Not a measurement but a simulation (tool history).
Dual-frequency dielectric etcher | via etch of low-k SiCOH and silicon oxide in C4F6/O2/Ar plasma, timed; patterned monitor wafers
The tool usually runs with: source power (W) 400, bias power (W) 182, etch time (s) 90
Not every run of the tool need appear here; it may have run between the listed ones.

run   hour  source power (W)  bias power (W)  etch time (s)  wafers since the last listed run  hours since the last wet clean  hours since the last source power generator calibration  hours since the last bias power generator calibration  hours since the last upper electrode change  hours since the gauge calibration  read-back reference wafer on the same gauge, depth_nm  mean etch depth across the wafer (angstrom)
  1      0               400             182             81                                 0                           294.2                                                   4245.6                                                 2509.8                                       3544.5                               45.1                                                  215.3                                         2327
  2    7.1               450             182             90                                76                           301.3                                                   4252.7                                                 2516.9                                       3551.6                               52.2                                                  215.2                                         2674
  3   29.2               450             182             90                               236                           323.4                                                   4274.8                                                   2539                                       3573.7                               74.3                                                  215.6                                         2664
  4   40.8               450             182             90                               124                             335                                                   4286.4                                                 2550.6                                       3585.3                               85.9                                                  214.9                                         2689
  5   55.7               400             182             90                               159                           349.9                                                   4301.3                                                 2565.5                                       3600.2                              100.8                                                  215.1                                         2572
  6   70.1               400             182             90                               154                           364.3                                                   4315.7                                                 2579.9                                       3614.6                              115.2                                                  214.1                                         2521
  7   78.7               400             182             90                                92                           372.9                                                   4324.3                                                 2588.5                                       3623.2                              123.8                                                  214.9                                         2514
  8   95.6               400             182             90                               181                           389.8                                                   4341.2                                                 2605.4                                       3640.1                              140.7                                                    215                                         2543
  9    110               400             182             90                               154                           404.2                                                   4355.6                                                 2619.8                                       3654.5                              155.1                                                  214.2                                         2524
 10  123.2               400             182             90                               141                           417.4                                                   4368.8                                                   2633                                       3667.7                              168.3                                                    215                                         2538
 11  140.3               360             182             90                               183                           434.5                                                   4385.9                                                 2650.1                                       3684.8                              185.4                                                  214.7                                         2439
 12  150.1               400             182             90                               105                           444.3                                                   4395.7                                                 2659.9                                       3694.6                              195.2                                                  214.6                                         2542
 13  158.9               330             182             90                                94                           453.1                                                   4404.5                                                 2668.7                                       3703.4                                204                                                  214.9                                         2362
 14  171.8               400             153             70                               138                             466                                                   4417.4                                                 2681.6                                       3716.3                              216.9                                                  215.5                                         1893
 15  182.4               470             226          113.5                               113                           476.6                                                     4428                                                 2692.2                                       3726.9                              227.5                                                  214.1                                         3607

What does the tool deliver on the next run?
     183.3  -- gauge calibrated
 16   190               400             182             90                                81                           484.2                                                   4435.6                                                 2699.8                                       3734.5                                6.7                                                      ?                                            ?

{"run 16": {"read-back reference wafer on the same gauge, depth_nm": 214.8, "mean etch depth across the wafer (angstrom)": 2546}}
On a tool with no hidden condition, and with the same random variation, this run would have come out at mean etch depth across the wafer (angstrom) 2688.
